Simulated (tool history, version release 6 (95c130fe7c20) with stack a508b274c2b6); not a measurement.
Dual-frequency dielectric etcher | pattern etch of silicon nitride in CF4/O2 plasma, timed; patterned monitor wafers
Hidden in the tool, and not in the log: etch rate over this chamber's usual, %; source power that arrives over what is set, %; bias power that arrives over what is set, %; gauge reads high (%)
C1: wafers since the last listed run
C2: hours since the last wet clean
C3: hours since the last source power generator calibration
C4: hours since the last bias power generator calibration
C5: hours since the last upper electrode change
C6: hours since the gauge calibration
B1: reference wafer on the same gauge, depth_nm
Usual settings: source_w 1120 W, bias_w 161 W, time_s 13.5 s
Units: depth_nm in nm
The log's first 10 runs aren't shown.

run 11 hour=940.3 | source_w=1120 bias_w=174 time_s=12 | C1=495 C2=77.4 C3=2259.2 C4=1489.5 C5=2694.1 C6=99.2 | B1=64 | depth_nm=50.2
run 12 hour=1036.6 | source_w=1020 bias_w=161 time_s=15.5 | C1=1168 C2=173.7 C3=2355.5 C4=1585.8 C5=2790.4 C6=195.5 | B1=63.8 | depth_nm=58.6
run 13 hour=1085.2 | source_w=1120 bias_w=161 time_s=12 | C1=589 C2=222.3 C3=2404.1 C4=1634.4 C5=2839 C6=244.1 | B1=63.8 | depth_nm=48.5
run 14 hour=1130.9 | source_w=1220 bias_w=185 time_s=9.5 | C1=554 C2=268 C3=2449.8 C4=1680.1 C5=2884.7 C6=289.8 | B1=63.9 | depth_nm=42.8
run 15 hour=1201.2 | source_w=880 bias_w=185 time_s=13.5 | C1=853 C2=338.3 C3=2520.1 C4=1750.4 C5=2955 C6=360.1 | B1=63.9 | depth_nm=48.8
run 16 hour=1296.9 | source_w=1120 bias_w=161 time_s=13.5 | C1=1161 C2=434 C3=2615.8 C4=1846.1 C5=3050.7 C6=455.8 | B1=63.9 | depth_nm=54.5
run 17 hour=1341.7 | source_w=1280 bias_w=134 time_s=17 | C1=543 C2=478.8 C3=2660.6 C4=1890.9 C5=3095.5 C6=500.6 | B1=63.9 | depth_nm=71.2
run 18 hour=1447.4 | source_w=880 bias_w=185 time_s=13.5 | C1=1282 C2=584.5 C3=2766.3 C4=1996.6 C5=3201.2 C6=606.3 | B1=63.9 | depth_nm=48.6
run 19 hour=1517.5 | source_w=1310 bias_w=195 time_s=12 | C1=850 C2=654.6 C3=2836.4 C4=2066.7 C5=3271.3 C6=676.4 | B1=63.9 | depth_nm=57.4
run 20 hour=1571 | source_w=1120 bias_w=161 time_s=13.5 | C1=649 C2=708.1 C3=2889.9 C4=2120.2 C5=3324.8 C6=729.9 | B1=63.8 | depth_nm=54.1
-- hour=1656.9 wet clean of the chamber
-- hour=1659.7 bias power generator calibrated
run 21 hour=1660.5 | source_w=1000 bias_w=161 time_s=13.5 | C1=761 C2=3.6 C3=2979.4 C4=0.8 C5=3414.3 C6=819.4 | B1=63.9 | depth_nm=50.8
-- hour=1722.5 upper electrode replaced
run 22 hour=1723 | source_w=1320 bias_w=194 time_s=10 | C1=467 C2=66.1 C3=3041.9 C4=63.3 C5=0.5 C6=881.9 | B1=63.9 | depth_nm=49
run 23 hour=1752.6 | source_w=1190 bias_w=188 time_s=11 | C1=359 C2=95.7 C3=3071.5 C4=92.9 C5=30.1 C6=911.5 | B1=63.9 | depth_nm=49.2
run 24 hour=1793.6 | source_w=1120 bias_w=124 time_s=13.5 | C1=497 C2=136.7 C3=3112.5 C4=133.9 C5=71.1 C6=952.5 | B1=63.9 | depth_nm=50.4
-- hour=1837.4 source power generator calibrated
run 25 hour=1995.1 | source_w=950 bias_w=146 time_s=17.5 | C1=2396 C2=338.2 C3=157.7 C4=335.4 C5=272.6 C6=1154 | B1=63.8 | depth_nm=61.2
run 26 hour=2090.6 | source_w=1310 bias_w=195 time_s=12 | C1=1158 C2=433.7 C3=253.2 C4=430.9 C5=368.1 C6=1249.5 | B1=63.9 | depth_nm=58.6
run 27 hour=2143.3 | source_w=1000 bias_w=150 time_s=13.5 | C1=639 C2=486.4 C3=305.9 C4=483.6 C5=420.8 C6=1302.2 | B1=63.9 | depth_nm=49.1
run 28 hour=2302.6 | source_w=970 bias_w=161 time_s=11 | C1=1932 C2=645.7 C3=465.2 C4=642.9 C5=580.1 C6=1461.5 | B1=63.9 | depth_nm=40.8
-- hour=2349.8 wet clean of the chamber
run 29 hour=2417.8 | source_w=990 bias_w=174 time_s=11 | C1=1106 C2=68 C3=580.4 C4=758.1 C5=695.3 C6=1576.7 | B1=63.9 | depth_nm=42
run 30 hour=2630.2 | source_w=1120 bias_w=161 time_s=13.5 | C1=2577 C2=280.4 C3=792.8 C4=970.5 C5=907.7 C6=1789.1 | B1=63.9 | depth_nm=55.2

Forecast each of these 4 alternatives for the next run:
run A hour=2630.6 | source_w=1120 bias_w=191 time_s=13.5 | C1=4 C2=280.8 C3=793.2 C4=970.9 C5=908.1 C6=1789.5 | B1=? | depth_nm=?
run B hour=2630.6 | source_w=930 bias_w=181 time_s=11 | C1=4 C2=280.8 C3=793.2 C4=970.9 C5=908.1 C6=1789.5 | B1=? | depth_nm=?
run C hour=2630.6 | source_w=1320 bias_w=138 time_s=15 | C1=4 C2=280.8 C3=793.2 C4=970.9 C5=908.1 C6=1789.5 | B1=? | depth_nm=?
run D hour=2630.6 | source_w=1350 bias_w=161 time_s=16.5 | C1=4 C2=280.8 C3=793.2 C4=970.9 C5=908.1 C6=1789.5 | B1=? | depth_nm=?

run=A B1=63.9 depth_nm=58.4
run=B B1=63.9 depth_nm=41.2
run=C B1=63.9 depth_nm=65.2
run=D B1=63.9 depth_nm=76.8
Without the tool's hidden state the same runs would have given:
run=A depth_nm=58.4
run=B depth_nm=41.2
run=C depth_nm=65.2
run=D depth_nm=76.8

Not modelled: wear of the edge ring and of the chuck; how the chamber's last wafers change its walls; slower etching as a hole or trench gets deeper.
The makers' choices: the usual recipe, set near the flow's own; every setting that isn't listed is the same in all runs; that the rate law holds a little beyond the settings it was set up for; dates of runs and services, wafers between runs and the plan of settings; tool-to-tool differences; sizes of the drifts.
